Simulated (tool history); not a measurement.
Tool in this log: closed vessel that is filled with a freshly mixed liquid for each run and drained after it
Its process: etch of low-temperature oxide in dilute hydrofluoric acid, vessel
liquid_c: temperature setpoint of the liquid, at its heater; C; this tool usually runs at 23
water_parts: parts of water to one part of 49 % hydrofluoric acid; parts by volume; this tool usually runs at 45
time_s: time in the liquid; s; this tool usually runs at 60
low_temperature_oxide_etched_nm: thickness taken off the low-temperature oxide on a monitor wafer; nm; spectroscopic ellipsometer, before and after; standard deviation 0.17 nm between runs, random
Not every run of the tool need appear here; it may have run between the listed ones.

run   hour  liquid_c  water_parts  time_s  read-back film thickness of the low-temperature oxide reference wafer, read on the same gauge (nm)  low_temperature_oxide_etched_nm
  1      0        23           50      60                                                                                              140.03                            23.24
  2    6.4        23           50      60                                                                                              139.94                            23.15
  3   23.4        23           45      60                                                                                                 140                            25.72
  4     44        23           45      60                                                                                              139.97                            26.18
  5   52.6        23           45      60                                                                                              139.99                            25.82
      59.2  -- gauge calibrated
  6   62.8        23           45      60                                                                                              140.02                            25.77
  7   72.4        23           45      60                                                                                              139.95                            26.07
  8   87.8      21.5           25      30                                                                                              140.02                            22.62
  9  103.8        23           25      60                                                                                              140.01                            48.19
 10  114.3        23           45      75                                                                                              140.03                            32.77
 11  122.3        20           40      45                                                                                              140.01                            19.32
 12  132.2        23           55      60                                                                                              140.01                            20.83
 13  143.1      18.5           35      90                                                                                                 140                            41.53
     156.9  -- hydrofluoric acid flow meter replaced
 14  157.6        23           45      70                                                                                              139.99                            30.26
 15  164.6      21.5           45      90                                                                                              139.97                            36.74
 16  170.8      20.5           45      80                                                                                                 140                            31.25
     176.8  -- thermometer replaced
 17  177.3      21.5           45      30                                                                                                 140                            12.33
 18  187.6      20.5           60      90                                                                                                 140                            25.46
 19    194      25.5           65      35                                                                                              140.01                            11.39
 20  204.5        23           45      60                                                                                              140.01                            25.85
 21  222.4      26.5           45      35                                                                                              139.98                             17.5
 22    237        23           40      70                                                                                              140.04                            34.13
 23  248.8        23           45      60                                                                                                 140                            25.91
 24  263.1        23           35      30                                                                                              140.05                            16.94
 25  274.5        23           45      60                                                                                              139.99                            26.16
 26  282.5        23           45      60                                                                                              140.03                            25.78
 27  315.4        20           55      35                                                                                              140.02                            10.91
 28  332.7      25.5           35      60                                                                                              139.97                             37.6
 29  346.3        23           40      45                                                                                              140.05                            22.06
 30  359.2        19           45      60                                                                                                 140                            21.94
 31  371.6      21.5           45      90                                                                                              139.96                            36.14
 32  377.9        23           45      60                                                                                              139.99                            26.02

What the log doesn't show, run by run:
liquid hotter than its thermometer reads (K): 0, the same for each run
hydrofluoric acid flow below the setpoint (%): 0, the same for each run
gauge reads high (%): 0, the same for each run
